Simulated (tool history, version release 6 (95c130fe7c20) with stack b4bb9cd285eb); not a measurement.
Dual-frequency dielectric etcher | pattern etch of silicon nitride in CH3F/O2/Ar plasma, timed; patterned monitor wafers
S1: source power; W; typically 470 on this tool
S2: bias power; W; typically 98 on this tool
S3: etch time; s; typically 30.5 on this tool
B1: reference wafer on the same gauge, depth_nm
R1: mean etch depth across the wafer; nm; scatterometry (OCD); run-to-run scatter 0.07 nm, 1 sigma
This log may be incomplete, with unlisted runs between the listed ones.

| run | hour | S1 | S2 | S3 | B1 | R1 |
|---|---|---|---|---|---|---|
| 1 | 0 | 470 | 98 | 30.5 | 29 | 26.77 |
| 2 | 40.2 | 470 | 98 | 30.5 | 28.99 | 26.75 |
| 3 | 91.9 | 470 | 98 | 30.5 | 28.97 | 26.85 |
| 4 | 119.2 | 470 | 98 | 30.5 | 29 | 26.67 |
| 5 | 172.8 | 470 | 98 | 30.5 | 29 | 26.71 |
| 6 | 183.8 | 470 | 98 | 30.5 | 29.01 | 26.76 |
| 7 | 205.3 | 440 | 98 | 30.5 | 29.02 | 26.4 |
| 8 | 220 | 440 | 98 | 30.5 | 28.99 | 26.23 |
| 9 | 237.9 | 520 | 98 | 30.5 | 29.01 | 27.36 |
| 10 | 250.9 | 520 | 98 | 30.5 | 29 | 27.45 |
| 11 | 276.3 | 470 | 98 | 30.5 | 28.99 | 26.74 |
| 12 | 289 | 360 | 98 | 30.5 | 29 | 25.32 |
| 13 | 316.6 | 470 | 98 | 30.5 | 29.02 | 26.63 |
| 14 | 339.4 | 470 | 98 | 23.5 | 28.99 | 20.72 |
| 15 | 370.3 | 390 | 98 | 30.5 | 29.01 | 25.74 |
| 16 | 394.8 | 550 | 108 | 30.5 | 29.01 | 28.43 |
| 17 | 412.8 | 470 | 98 | 30.5 | 29.01 | 26.81 |
| 18 | 438.7 | 470 | 98 | 30.5 | 29.03 | 26.75 |
| 19 | 468.3 | 470 | 98 | 36.5 | 29.02 | 32.02 |
| 20 | 502.9 | 430 | 113 | 25.5 | 29.02 | 22.88 |
| 21 | 532.5 | 470 | 83 | 30.5 | 28.99 | 25.62 |
| 22 | 552 | 560 | 98 | 24.5 | 28.99 | 22.36 |

Removed from this log: 5 entries logged between the listed runs. Between which two listed runs does each belong, and how does the tool's hidden state at the listed run before it compare with that at the listed run after it?
In the gap between runs 4 and 5: wet clean of the chamber (hour 172.3)
  no difference in the tool's unlogged condition between these two runs
In the gap between runs 5 and 6: bias power generator calibrated (hour 178.6)
  no difference in the tool's unlogged condition between these two runs
In the gap between runs 6 and 7: source power generator calibrated (hour 199.1)
  no difference in the tool's unlogged condition between these two runs
In the gap between runs 11 and 12: gauge calibrated (hour 281.9)
  no difference in the tool's unlogged condition between these two runs
In the gap between runs 15 and 16: upper electrode replaced (hour 394.3)
  no difference in the tool's unlogged condition between these two runs

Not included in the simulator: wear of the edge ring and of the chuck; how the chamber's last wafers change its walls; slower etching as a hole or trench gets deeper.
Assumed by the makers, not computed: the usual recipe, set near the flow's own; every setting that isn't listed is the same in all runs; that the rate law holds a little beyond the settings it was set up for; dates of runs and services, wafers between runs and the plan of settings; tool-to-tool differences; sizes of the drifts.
